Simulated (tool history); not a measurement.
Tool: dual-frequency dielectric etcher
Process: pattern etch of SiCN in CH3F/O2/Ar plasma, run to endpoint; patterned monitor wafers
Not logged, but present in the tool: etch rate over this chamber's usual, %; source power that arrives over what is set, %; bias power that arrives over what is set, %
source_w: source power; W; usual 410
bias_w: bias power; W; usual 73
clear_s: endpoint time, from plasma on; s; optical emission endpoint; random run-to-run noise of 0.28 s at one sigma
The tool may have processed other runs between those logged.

run	hour	source_w	bias_w	wafers since the last listed run	hours since the last wet clean	hours since the last source power generator calibration	hours since the last bias power generator calibration	hours since the last upper electrode change	incoming incoming film thickness, nm	clear_s
1	0.0	390	73	0	150.0	1967.4	4330.7	1924.7	11.78	33.1
2	12.5	390	73	227	162.5	1979.9	4343.2	1937.2	11.80	33.6
3	26.6	410	73	256	176.6	1994.0	4357.3	1951.3	11.71	32.2
4	63.8	410	73	675	213.8	2031.2	4394.5	1988.5	11.65	32.2
5	96.8	410	73	599	246.8	2064.2	4427.5	2021.5	11.62	32.2
6	117.6	350	73	377	267.6	2085.0	4448.3	2042.3	11.71	35.6
7	137.6	350	73	363	287.6	2105.0	4468.3	2062.3	11.68	35.3
8	168.6	480	80	563	318.6	2136.0	4499.3	2093.3	11.65	28.8
9	200.8	480	80	585	350.8	2168.2	4531.5	2125.5	11.73	29.0
10	241.7	470	82	743	391.7	2209.1	4572.4	2166.4	11.74	29.3
# hour 271.8: source power generator calibrated
11	274.5	320	61	523	424.5	2.7	4605.2	2199.2	11.64	40.0
12	308.0	440	59	608	458.0	36.2	4638.7	2232.7	11.72	32.9
# hour 335.5: wet clean of the chamber
# hour 336.3: upper electrode replaced
13	336.8	350	88	71	1.3	65.0	4667.5	0.5	11.69	34.3
# hour 358.7: bias power generator calibrated
14	364.4	470	82	428	28.9	92.6	5.7	28.1	11.69	29.0
15	380.1	410	73	285	44.6	108.3	21.4	43.8	11.50	31.5
16	402.3	480	59	403	66.8	130.5	43.6	66.0	11.61	30.5
17	429.4	340	56	492	93.9	157.6	70.7	93.1	11.70	38.9
18	459.4	410	73	545	123.9	187.6	100.7	123.1	11.65	32.4

5 options for the next run, each taken on its own from the tool as it stands now. Forecast them:
A	459.8	490	73	7	124.3	188.0	101.1	123.5	11.76	?
B	459.8	510	78	7	124.3	188.0	101.1	123.5	11.76	?
C	459.8	370	84	7	124.3	188.0	101.1	123.5	11.76	?
D	459.8	340	91	7	124.3	188.0	101.1	123.5	11.76	?
E	459.8	480	81	7	124.3	188.0	101.1	123.5	11.76	?

run	clear_s
A	29.3
B	28.2
C	33.4
D	34.6
E	28.9
Take away the tool's hidden state, keep each run's random variation, and the runs would have read:
run	clear_s
A	29.3
B	28.2
C	33.4
D	34.6
E	28.9

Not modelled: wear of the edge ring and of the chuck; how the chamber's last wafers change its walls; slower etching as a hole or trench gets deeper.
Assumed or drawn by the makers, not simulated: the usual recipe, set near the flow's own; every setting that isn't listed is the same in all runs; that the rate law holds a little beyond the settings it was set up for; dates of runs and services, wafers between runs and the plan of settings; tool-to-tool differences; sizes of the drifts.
